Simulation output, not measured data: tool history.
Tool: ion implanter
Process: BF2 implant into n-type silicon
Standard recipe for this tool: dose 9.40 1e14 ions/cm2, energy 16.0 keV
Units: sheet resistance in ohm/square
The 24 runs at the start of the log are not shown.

| run | hour | dose | energy | wafers since the last listed run | hours since the last dose calibration | hours since the extraction supply was calibrated | hours since the gauge calibration | read-back reference wafer on the same gauge, sheet resistance | sheet resistance |
|---|---|---|---|---|---|---|---|---|---|
| 25 | 2021.6 | 10.99 | 19.5 | 922 | 1024.4 | 473.5 | 2257.9 | 226.98 | 220.69 |
| 26 | 2120.7 | 7.12 | 11.0 | 2303 | 1123.5 | 572.6 | 2357.0 | 226.78 | 312.81 |
|  | 2121.8 | gauge calibrated |
| 27 | 2220.5 | 10.70 | 21.0 | 2319 | 1223.3 | 672.4 | 98.7 | 226.85 | 214.17 |
|  | 2232.3 | Faraday cup replaced and dose calibrated |
| 28 | 2312.5 | 8.58 | 14.0 | 1952 | 80.2 | 764.4 | 190.7 | 227.28 | 269.60 |
| 29 | 2535.6 | 10.43 | 19.0 | 5185 | 303.3 | 987.5 | 413.8 | 227.13 | 224.93 |
| 30 | 2610.0 | 10.86 | 19.0 | 1729 | 377.7 | 1061.9 | 488.2 | 227.06 | 223.17 |
| 31 | 2662.8 | 9.40 | 16.0 | 1227 | 430.5 | 1114.7 | 541.0 | 227.16 | 249.92 |
| 32 | 2739.2 | 11.10 | 19.0 | 1775 | 506.9 | 1191.1 | 617.4 | 226.90 | 222.23 |
| 33 | 2807.6 | 12.11 | 21.5 | 1589 | 575.3 | 1259.5 | 685.8 | 227.07 | 205.98 |
| 34 | 2877.2 | 6.89 | 11.0 | 1617 | 644.9 | 1329.1 | 755.4 | 227.10 | 314.59 |
| 35 | 2933.0 | 7.83 | 12.0 | 1296 | 700.7 | 1384.9 | 811.2 | 227.16 | 293.06 |
| 36 | 3016.1 | 7.82 | 21.5 | 1931 | 783.8 | 1468.0 | 894.3 | 227.08 | 228.63 |
| 37 | 3072.9 | 7.81 | 11.0 | 1320 | 840.6 | 1524.8 | 951.1 | 227.10 | 306.68 |
| 38 | 3138.8 | 7.00 | 20.0 | 1531 | 906.5 | 1590.7 | 1017.0 | 226.84 | 246.92 |

Below are 3 alternative next runs, each starting from the tool's condition after run 38. Predict each:
| A | 3139.2 | 6.78 | 16.0 | 9 | 906.9 | 1591.1 | 1017.4 | ? | ? |
| B | 3139.2 | 11.07 | 13.5 | 9 | 906.9 | 1591.1 | 1017.4 | ? | ? |
| C | 3139.2 | 8.60 | 14.0 | 9 | 906.9 | 1591.1 | 1017.4 | ? | ? |

| run | read-back reference wafer on the same gauge, sheet resistance | sheet resistance |
|---|---|---|
| A | 226.94 | 274.65 |
| B | 226.94 | 264.24 |
| C | 226.94 | 272.22 |
What these runs would have given with no unlogged condition in the tool:
| run | sheet resistance |
|---|---|
| A | 271.47 |
| B | 262.82 |
| C | 270.22 |
